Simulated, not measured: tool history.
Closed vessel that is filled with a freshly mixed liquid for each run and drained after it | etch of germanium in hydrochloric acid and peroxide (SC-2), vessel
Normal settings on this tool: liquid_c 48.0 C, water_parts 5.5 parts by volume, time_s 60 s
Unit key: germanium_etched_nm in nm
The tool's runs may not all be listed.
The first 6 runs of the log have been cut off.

run	hour	liquid_c	water_parts	time_s	wafers since the last listed run	hours since the thermometer was replaced	hours since the chemicals flow meter was replaced	hours since the drum of peroxide was connected	hours since the gauge calibration	read-back film thickness of the germanium reference wafer, read on the same gauge (nm)	germanium_etched_nm
7	285.3	46.0	5.5	35	3729	1780.4	283.0	407.3	2023.4	129.99	82.17
8	342.1	54.5	5.5	60	3697	1837.2	339.8	464.1	2080.2	129.96	185.04
9	409.3	48.0	5.5	60	4374	1904.4	407.0	531.3	2147.4	129.98	150.42
10	477.6	43.0	8.0	85	4446	1972.7	475.3	599.6	2215.7	129.97	177.92
11	515.4	48.0	5.5	60	2460	2010.5	513.1	637.4	2253.5	129.96	151.04
12	571.9	44.5	7.0	30	3677	2067.0	569.6	693.9	2310.0	130.05	66.53
13	614.7	40.5	5.5	60	2786	2109.8	612.4	736.7	2352.8	129.99	117.43
14	664.4	48.0	5.5	60	3235	2159.5	662.1	786.4	2402.5	130.07	150.51
# hour 666.8: new drum of peroxide connected
15	735.6	40.0	5.5	45	4569	2230.7	733.3	68.8	2473.7	130.03	86.63
16	771.7	40.0	5.5	45	2349	2266.8	769.4	104.9	2509.8	130.02	86.78
17	809.6	42.5	5.5	60	2467	2304.7	807.3	142.8	2547.7	130.01	126.31
18	868.3	53.5	5.5	60	3821	2363.4	866.0	201.5	2606.4	129.98	180.47
# hour 891.7: gauge calibrated
19	934.1	48.0	5.5	60	4283	2429.2	931.8	267.3	42.4	129.96	151.34
# hour 985.1: thermometer replaced
20	1005.5	43.0	5.5	60	4582	20.4	1003.2	338.7	113.8	130.03	126.34
21	1064.6	38.5	6.5	60	3847	79.5	1062.3	397.8	172.9	129.99	107.60
22	1097.6	48.0	4.0	30	2148	112.5	1095.3	430.8	205.9	130.02	74.69
23	1126.4	57.0	6.5	90	1874	141.3	1124.1	459.6	234.7	130.01	293.59
24	1150.9	44.5	7.0	30	1594	165.8	1148.6	484.1	259.2	129.98	65.57
25	1182.9	57.0	8.5	45	2083	197.8	1180.6	516.1	291.2	130.01	144.14
26	1225.2	48.0	5.5	60	2753	240.1	1222.9	558.4	333.5	129.93	148.01
27	1276.3	48.0	5.5	60	3326	291.2	1274.0	609.5	384.6	130.01	149.14
28	1346.0	48.0	5.5	30	4537	360.9	1343.7	679.2	454.3	130.00	74.51
# hour 1390.7: new drum of peroxide connected
29	1409.8	42.0	4.5	40	4087	424.7	1407.5	19.1	518.1	130.03	81.95
30	1453.8	50.5	4.0	90	2864	468.7	1451.5	63.1	562.1	130.02	244.05
31	1489.5	52.5	5.5	35	2323	504.4	1487.2	98.8	597.8	130.00	100.30

Below are 3 alternative next runs, each starting from the tool's condition after run 31. Predict each:
A	1490.2	48.0	5.5	60	45	505.1	1487.9	99.5	598.5	?	?
B	1490.2	54.5	6.5	35	45	505.1	1487.9	99.5	598.5	?	?
C	1490.2	48.0	8.0	60	45	505.1	1487.9	99.5	598.5	?	?

run	read-back film thickness of the germanium reference wafer, read on the same gauge (nm)	germanium_etched_nm
A	129.93	149.28
B	129.93	106.30
C	129.93	146.65
Take away the tool's hidden state, keep each run's random variation, and the runs would have read:
run	germanium_etched_nm
A	148.16
B	105.54
C	145.57
